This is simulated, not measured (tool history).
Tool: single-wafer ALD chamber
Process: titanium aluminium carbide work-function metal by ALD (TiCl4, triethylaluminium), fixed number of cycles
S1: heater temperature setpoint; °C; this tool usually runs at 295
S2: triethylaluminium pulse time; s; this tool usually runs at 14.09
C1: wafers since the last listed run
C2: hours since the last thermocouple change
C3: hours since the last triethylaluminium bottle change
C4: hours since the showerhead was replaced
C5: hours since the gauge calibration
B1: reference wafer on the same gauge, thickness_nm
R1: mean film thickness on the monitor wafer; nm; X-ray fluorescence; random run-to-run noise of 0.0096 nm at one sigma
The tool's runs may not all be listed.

run 1 hour=0.0 | S1=303 S2=14.09 | C1=0 C2=1606.1 C3=1198.9 C4=2962.7 C5=1420.9 | B1=2.419 | R1=2.251
run 2 hour=58.5 | S1=303 S2=14.09 | C1=451 C2=1664.6 C3=1257.4 C4=3021.2 C5=1479.4 | B1=2.413 | R1=2.261
-- hour=77.0 triethylaluminium bottle replaced
run 3 hour=161.2 | S1=303 S2=14.09 | C1=730 C2=1767.3 C3=84.2 C4=3123.9 C5=1582.1 | B1=2.403 | R1=2.218
run 4 hour=239.4 | S1=290 S2=14.09 | C1=603 C2=1845.5 C3=162.4 C4=3202.1 C5=1660.3 | B1=2.393 | R1=2.088
run 5 hour=305.2 | S1=290 S2=14.09 | C1=507 C2=1911.3 C3=228.2 C4=3267.9 C5=1726.1 | B1=2.388 | R1=2.094
run 6 hour=342.9 | S1=290 S2=14.09 | C1=290 C2=1949.0 C3=265.9 C4=3305.6 C5=1763.8 | B1=2.387 | R1=2.085
run 7 hour=412.4 | S1=295 S2=14.09 | C1=535 C2=2018.5 C3=335.4 C4=3375.1 C5=1833.3 | B1=2.377 | R1=2.119
run 8 hour=448.7 | S1=295 S2=14.09 | C1=279 C2=2054.8 C3=371.7 C4=3411.4 C5=1869.6 | B1=2.372 | R1=2.140
-- hour=466.3 thermocouple changed; heater temperature recalibrated
-- hour=480.0 gauge calibrated
-- hour=534.1 showerhead replaced
run 9 hour=540.1 | S1=295 S2=14.09 | C1=581 C2=73.8 C3=463.1 C4=6.0 C5=60.1 | B1=2.487 | R1=2.212
run 10 hour=624.1 | S1=295 S2=14.09 | C1=647 C2=157.8 C3=547.1 C4=90.0 C5=144.1 | B1=2.482 | R1=2.216
run 11 hour=715.9 | S1=295 S2=14.09 | C1=707 C2=249.6 C3=638.9 C4=181.8 C5=235.9 | B1=2.480 | R1=2.236
run 12 hour=800.9 | S1=295 S2=14.09 | C1=655 C2=334.6 C3=723.9 C4=266.8 C5=320.9 | B1=2.480 | R1=2.206
run 13 hour=852.1 | S1=295 S2=14.09 | C1=394 C2=385.8 C3=775.1 C4=318.0 C5=372.1 | B1=2.476 | R1=2.213
run 14 hour=934.4 | S1=289 S2=15.25 | C1=634 C2=468.1 C3=857.4 C4=400.3 C5=454.4 | B1=2.476 | R1=2.155
run 15 hour=983.1 | S1=295 S2=9.79 | C1=375 C2=516.8 C3=906.1 C4=449.0 C5=503.1 | B1=2.473 | R1=2.187
run 16 hour=1066.8 | S1=309 S2=16.85 | C1=645 C2=600.5 C3=989.8 C4=532.7 C5=586.8 | B1=2.473 | R1=2.380
run 17 hour=1107.7 | S1=283 S2=11.66 | C1=315 C2=641.4 C3=1030.7 C4=573.6 C5=627.7 | B1=2.469 | R1=2.076
run 18 hour=1153.9 | S1=289 S2=11.94 | C1=356 C2=687.6 C3=1076.9 C4=619.8 C5=673.9 | B1=2.470 | R1=2.150
run 19 hour=1229.7 | S1=295 S2=10.89 | C1=584 C2=763.4 C3=1152.7 C4=695.6 C5=749.7 | B1=2.464 | R1=2.184
run 20 hour=1295.8 | S1=290 S2=12.68 | C1=509 C2=829.5 C3=1218.8 C4=761.7 C5=815.8 | B1=2.461 | R1=2.122
run 21 hour=1356.2 | S1=309 S2=11.56 | C1=465 C2=889.9 C3=1279.2 C4=822.1 C5=876.2 | B1=2.456 | R1=2.326
run 22 hour=1413.9 | S1=286 S2=16.24 | C1=444 C2=947.6 C3=1336.9 C4=879.8 C5=933.9 | B1=2.459 | R1=2.085
run 23 hour=1458.5 | S1=309 S2=10.46 | C1=343 C2=992.2 C3=1381.5 C4=924.4 C5=978.5 | B1=2.452 | R1=2.333
-- hour=1511.9 triethylaluminium bottle replaced
run 24 hour=1512.4 | S1=290 S2=11.75 | C1=353 C2=1046.1 C3=0.5 C4=978.3 C5=1032.4 | B1=2.455 | R1=2.128
run 25 hour=1563.6 | S1=289 S2=11.94 | C1=394 C2=1097.3 C3=51.7 C4=1029.5 C5=1083.6 | B1=2.442 | R1=2.113
run 26 hour=1634.8 | S1=295 S2=15.88 | C1=549 C2=1168.5 C3=122.9 C4=1100.7 C5=1154.8 | B1=2.441 | R1=2.203
run 27 hour=1742.2 | S1=304 S2=11.30 | C1=828 C2=1275.9 C3=230.3 C4=1208.1 C5=1262.2 | B1=2.431 | R1=2.249
run 28 hour=1788.6 | S1=287 S2=18.96 | C1=357 C2=1322.3 C3=276.7 C4=1254.5 C5=1308.6 | B1=2.434 | R1=2.093
run 29 hour=1857.6 | S1=283 S2=10.21 | C1=532 C2=1391.3 C3=345.7 C4=1323.5 C5=1377.6 | B1=2.420 | R1=2.033
run 30 hour=1900.9 | S1=308 S2=16.73 | C1=333 C2=1434.6 C3=389.0 C4=1366.8 C5=1420.9 | B1=2.418 | R1=2.319
run 31 hour=1957.8 | S1=295 S2=14.09 | C1=438 C2=1491.5 C3=445.9 C4=1423.7 C5=1477.8 | B1=2.413 | R1=2.172
run 32 hour=2005.1 | S1=295 S2=14.09 | C1=364 C2=1538.8 C3=493.2 C4=1471.0 C5=1525.1 | B1=2.407 | R1=2.151
run 33 hour=2091.2 | S1=306 S2=9.14 | C1=663 C2=1624.9 C3=579.3 C4=1557.1 C5=1611.2 | B1=2.402 | R1=2.227

Here are 4 independent what-if runs from the current tool condition. What would each one return?
run A hour=2091.6 | S1=295 S2=14.09 | C1=3 C2=1625.3 C3=579.7 C4=1557.5 C5=1611.6 | B1=? | R1=?
run B hour=2091.6 | S1=309 S2=14.09 | C1=3 C2=1625.3 C3=579.7 C4=1557.5 C5=1611.6 | B1=? | R1=?
run C hour=2091.6 | S1=284 S2=14.09 | C1=3 C2=1625.3 C3=579.7 C4=1557.5 C5=1611.6 | B1=? | R1=?
run D hour=2091.6 | S1=305 S2=8.65 | C1=3 C2=1625.3 C3=579.7 C4=1557.5 C5=1611.6 | B1=? | R1=?

run=A B1=2.399 R1=2.155
run=B B1=2.399 R1=2.308
run=C B1=2.399 R1=2.037
run=D B1=2.399 R1=2.223
With the hidden condition removed and each run's random variation left untouched, the same runs would have given:
run=A R1=2.226
run=B R1=2.384
run=C R1=2.103
run=D R1=2.295
